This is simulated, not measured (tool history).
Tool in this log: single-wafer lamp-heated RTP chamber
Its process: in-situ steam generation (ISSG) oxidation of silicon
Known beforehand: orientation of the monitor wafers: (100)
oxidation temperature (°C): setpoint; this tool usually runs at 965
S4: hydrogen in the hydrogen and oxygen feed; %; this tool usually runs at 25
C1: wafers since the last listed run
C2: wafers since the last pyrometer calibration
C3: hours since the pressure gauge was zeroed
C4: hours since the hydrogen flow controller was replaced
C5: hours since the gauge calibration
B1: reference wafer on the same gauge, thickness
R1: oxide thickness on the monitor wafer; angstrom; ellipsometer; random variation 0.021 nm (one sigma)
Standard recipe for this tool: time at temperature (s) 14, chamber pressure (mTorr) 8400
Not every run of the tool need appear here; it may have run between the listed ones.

{"run": 1, "hour": 0.0, "oxidation temperature (°C)": 965, "time at temperature (s)": 14, "chamber pressure (mTorr)": 8400, "S4": 31, "C1": 0, "C2": 809, "C3": 2626.7, "C4": 2322.4, "C5": 598.2, "B1": 4.543, "R1": 43.04}
{"run": 2, "hour": 26.0, "oxidation temperature (°C)": 965, "time at temperature (s)": 14, "chamber pressure (mTorr)": 8400, "S4": 25, "C1": 228, "C2": 1038, "C3": 2652.7, "C4": 2348.4, "C5": 624.2, "B1": 4.537, "R1": 40.78}
{"run": 3, "hour": 96.5, "oxidation temperature (°C)": 965, "time at temperature (s)": 14, "chamber pressure (mTorr)": 8400, "S4": 25, "C1": 620, "C2": 1659, "C3": 2723.2, "C4": 2418.9, "C5": 694.7, "B1": 4.543, "R1": 40.92}
{"run": 4, "hour": 121.6, "oxidation temperature (°C)": 965, "time at temperature (s)": 14, "chamber pressure (mTorr)": 8400, "S4": 25, "C1": 221, "C2": 1880, "C3": 2748.3, "C4": 2444.0, "C5": 719.8, "B1": 4.545, "R1": 41.17}
{"run": 5, "hour": 184.8, "oxidation temperature (°C)": 965, "time at temperature (s)": 14, "chamber pressure (mTorr)": 8400, "S4": 25, "C1": 556, "C2": 2436, "C3": 2811.5, "C4": 2507.2, "C5": 783.0, "B1": 4.529, "R1": 41.4}
{"hour": 203.0, "done": "pyrometer window cleaned and pyrometer calibrated"}
{"run": 6, "hour": 221.2, "oxidation temperature (°C)": 965, "time at temperature (s)": 16, "chamber pressure (mTorr)": 8400, "S4": 25, "C1": 250, "C2": 160, "C3": 2847.9, "C4": 2543.6, "C5": 819.4, "B1": 4.536, "R1": 43.0}
{"run": 7, "hour": 269.1, "oxidation temperature (°C)": 965, "time at temperature (s)": 16, "chamber pressure (mTorr)": 8400, "S4": 25, "C1": 421, "C2": 582, "C3": 2895.8, "C4": 2591.5, "C5": 867.3, "B1": 4.538, "R1": 42.61}
{"run": 8, "hour": 316.3, "oxidation temperature (°C)": 965, "time at temperature (s)": 16, "chamber pressure (mTorr)": 8400, "S4": 25, "C1": 415, "C2": 997, "C3": 2943.0, "C4": 2638.7, "C5": 914.5, "B1": 4.532, "R1": 42.8}
{"run": 9, "hour": 348.1, "oxidation temperature (°C)": 965, "time at temperature (s)": 14, "chamber pressure (mTorr)": 8400, "S4": 25, "C1": 280, "C2": 1277, "C3": 2974.8, "C4": 2670.5, "C5": 946.3, "B1": 4.547, "R1": 41.01}
{"hour": 379.6, "done": "pressure gauge zeroed"}
{"run": 10, "hour": 404.4, "oxidation temperature (°C)": 965, "time at temperature (s)": 14, "chamber pressure (mTorr)": 8400, "S4": 27, "C1": 425, "C2": 1703, "C3": 24.8, "C4": 2726.8, "C5": 1002.6, "B1": 4.543, "R1": 41.84}
{"hour": 441.0, "done": "hydrogen flow controller replaced"}
{"hour": 465.0, "done": "gauge calibrated"}
{"hour": 517.6, "done": "pyrometer window cleaned and pyrometer calibrated"}
{"run": 11, "hour": 584.8, "oxidation temperature (°C)": 965, "time at temperature (s)": 14, "chamber pressure (mTorr)": 8400, "S4": 25, "C1": 1447, "C2": 592, "C3": 205.2, "C4": 143.8, "C5": 119.8, "B1": 4.541, "R1": 41.08}
{"run": 12, "hour": 637.3, "oxidation temperature (°C)": 965, "time at temperature (s)": 12, "chamber pressure (mTorr)": 7800, "S4": 25, "C1": 462, "C2": 1054, "C3": 257.7, "C4": 196.3, "C5": 172.3, "B1": 4.539, "R1": 38.53}
{"run": 13, "hour": 736.0, "oxidation temperature (°C)": 979, "time at temperature (s)": 14, "chamber pressure (mTorr)": 7600, "S4": 32, "C1": 869, "C2": 1923, "C3": 356.4, "C4": 295.0, "C5": 271.0, "B1": 4.538, "R1": 46.26}
{"run": 14, "hour": 790.6, "oxidation temperature (°C)": 947, "time at temperature (s)": 16, "chamber pressure (mTorr)": 9000, "S4": 32, "C1": 480, "C2": 2404, "C3": 411.0, "C4": 349.6, "C5": 325.6, "B1": 4.532, "R1": 44.1}
{"run": 15, "hour": 827.7, "oxidation temperature (°C)": 981, "time at temperature (s)": 18, "chamber pressure (mTorr)": 7900, "S4": 32, "C1": 326, "C2": 2731, "C3": 448.1, "C4": 386.7, "C5": 362.7, "B1": 4.535, "R1": 52.61}
{"hour": 842.7, "done": "pyrometer window cleaned and pyrometer calibrated"}
{"run": 16, "hour": 860.3, "oxidation temperature (°C)": 965, "time at temperature (s)": 14, "chamber pressure (mTorr)": 8400, "S4": 25, "C1": 216, "C2": 154, "C3": 480.7, "C4": 419.3, "C5": 395.3, "B1": 4.539, "R1": 40.38}
{"run": 17, "hour": 895.3, "oxidation temperature (°C)": 972, "time at temperature (s)": 17, "chamber pressure (mTorr)": 8400, "S4": 25, "C1": 308, "C2": 462, "C3": 515.7, "C4": 454.3, "C5": 430.3, "B1": 4.538, "R1": 44.69}
{"run": 18, "hour": 920.6, "oxidation temperature (°C)": 965, "time at temperature (s)": 14, "chamber pressure (mTorr)": 7400, "S4": 25, "C1": 222, "C2": 685, "C3": 541.0, "C4": 479.6, "C5": 455.6, "B1": 4.54, "R1": 40.81}
{"run": 19, "hour": 949.8, "oxidation temperature (°C)": 965, "time at temperature (s)": 14, "chamber pressure (mTorr)": 8400, "S4": 25, "C1": 257, "C2": 942, "C3": 570.2, "C4": 508.8, "C5": 484.8, "B1": 4.54, "R1": 40.61}
{"run": 20, "hour": 1017.9, "oxidation temperature (°C)": 965, "time at temperature (s)": 14, "chamber pressure (mTorr)": 8400, "S4": 25, "C1": 599, "C2": 1542, "C3": 638.3, "C4": 576.9, "C5": 552.9, "B1": 4.535, "R1": 41.09}

Below are 3 alternative next runs, each starting from the tool's condition after run 20. Predict each:
{"run": "A", "hour": 1018.3, "oxidation temperature (°C)": 965, "time at temperature (s)": 14, "chamber pressure (mTorr)": 8400, "S4": 25, "C1": 3, "C2": 1546, "C3": 638.7, "C4": 577.3, "C5": 553.3, "B1": "?", "R1": "?"}
{"run": "B", "hour": 1018.3, "oxidation temperature (°C)": 972, "time at temperature (s)": 16, "chamber pressure (mTorr)": 7000, "S4": 25, "C1": 3, "C2": 1546, "C3": 638.7, "C4": 577.3, "C5": 553.3, "B1": "?", "R1": "?"}
{"run": "C", "hour": 1018.3, "oxidation temperature (°C)": 965, "time at temperature (s)": 14, "chamber pressure (mTorr)": 8400, "S4": 32, "C1": 3, "C2": 1546, "C3": 638.7, "C4": 577.3, "C5": 553.3, "B1": "?", "R1": "?"}

run=A B1=4.543 R1=40.65
run=B B1=4.543 R1=43.91
run=C B1=4.543 R1=43.40
Take away the tool's hidden state, keep each run's random variation, and the runs would have read:
run=A R1=40.01
run=B R1=43.15
run=C R1=42.71
